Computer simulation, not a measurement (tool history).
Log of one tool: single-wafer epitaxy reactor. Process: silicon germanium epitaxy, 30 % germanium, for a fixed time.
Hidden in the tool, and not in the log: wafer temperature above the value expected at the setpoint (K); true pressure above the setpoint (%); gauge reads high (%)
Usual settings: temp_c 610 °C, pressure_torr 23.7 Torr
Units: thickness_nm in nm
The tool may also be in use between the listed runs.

run	hour	temp_c	pressure_torr	wafers since the last listed run	hours since the last pyrometer calibration	hours since the last manometer calibration	hours since the showerhead was replaced	hours since the gauge calibration	read-back reference wafer on the same gauge, thickness_nm	thickness_nm
1	0	610	23.7	0	1995	797.2	5412.5	816.9	60.299	71.641
2	105.4	610	23.7	1994	2100.4	902.6	5517.9	922.3	60.359	71.515
3	153.4	610	23.7	908	2148.4	950.6	5565.9	970.3	60.263	71.065
4	182.2	610	23.7	545	2177.2	979.4	5594.7	999.1	60.308	71.203
5	239.6	610	23.7	1086	2234.6	1036.8	5652.1	1056.5	60.371	71.319
# hour 292.6: pyrometer calibrated
6	310.7	610	23.7	1194	18.1	1107.9	5723.2	1127.6	60.358	72.566
7	350.7	610	23.7	757	58.1	1147.9	5763.2	1167.6	60.308	72.419
8	389.7	620	28.1	738	97.1	1186.9	5802.2	1206.6	60.358	93.598
9	417.6	610	23.7	528	125	1214.8	5830.1	1234.5	60.294	72.245
# hour 436.8: gauge calibrated
10	465.5	610	23.7	906	172.9	1262.7	5878	28.7	60.316	72.45
11	491.8	610	23.7	497	199.2	1289	5904.3	55	60.304	72.104
12	542.8	620	23.7	965	250.2	1340	5955.3	106	60.289	88.266
13	602.1	606	28.9	1122	309.5	1399.3	6014.6	165.3	60.299	71.045
14	630.1	606	26.8	529	337.5	1427.3	6042.6	193.3	60.296	69.376
15	671.8	602	21.8	789	379.2	1469	6084.3	235	60.278	60.035
16	714.4	595	23.7	806	421.8	1511.6	6126.9	277.6	60.259	52.839
17	745.8	610	23.7	594	453.2	1543	6158.3	309	60.331	72.19
# hour 773.5: capacitance manometer re-zeroed and calibrated
18	776.9	601	20.6	437	484.3	3.4	6189.4	340.1	60.321	57.574
19	817.6	599	27.2	770	525	44.1	6230.1	380.8	60.323	60.494
20	846.9	610	23.7	554	554.3	73.4	6259.4	410.1	60.301	72.86
# hour 878.7: showerhead replaced, of another model than before
21	911.2	622	19	1065	618.6	137.7	32.5	474.4	60.297	81.454
22	952.7	599	18.9	785	660.1	179.2	74	515.9	60.307	50.831
23	995	610	23.7	800	702.4	221.5	116.3	558.2	60.266	72.425
24	1032	610	23.7	700	739.4	258.5	153.3	595.2	60.315	72.037
25	1073.1	610	18.3	777	780.5	299.6	194.4	636.3	60.281	63.112
26	1139.6	618	23.7	1258	847	366.1	260.9	702.8	60.283	85.29
27	1225.6	610	23.7	1627	933	452.1	346.9	788.8	60.257	71.998
28	1280.6	605	21.7	1040	988	507.1	401.9	843.8	60.381	61.925
29	1332	624	23.7	972	1039.4	558.5	453.3	895.2	60.325	95.651
30	1392.1	610	23.7	1137	1099.5	618.6	513.4	955.3	60.318	71.609
31	1435.3	606	28.9	817	1142.7	661.8	556.6	998.5	60.28	73.901
32	1497.8	610	26.4	1182	1205.2	724.3	619.1	1061	60.283	76.128
33	1547.4	617	18.1	938	1254.8	773.9	668.7	1110.6	60.261	71.964
34	1576	618	17.9	541	1283.4	802.5	697.3	1139.2	60.333	71.982
35	1619.2	599	23.7	817	1326.6	845.7	740.5	1182.4	60.266	57.314

The same runs without the tool's hidden state, with the same run-to-run variation:
run	thickness_nm
1	72.547
2	72.521
3	72.112
4	72.281
5	72.459
6	72.623
7	72.477
8	93.672
9	72.305
10	72.514
11	72.17
12	88.351
13	71.123
14	69.457
15	60.112
16	52.913
17	72.294
18	57.665
19	60.598
20	72.99
21	81.614
22	50.946
23	72.597
24	72.221
25	63.286
26	85.55
27	72.257
28	62.173
29	96.047
30	71.946
31	74.276
32	76.547
33	72.381
34	72.414
35	57.698
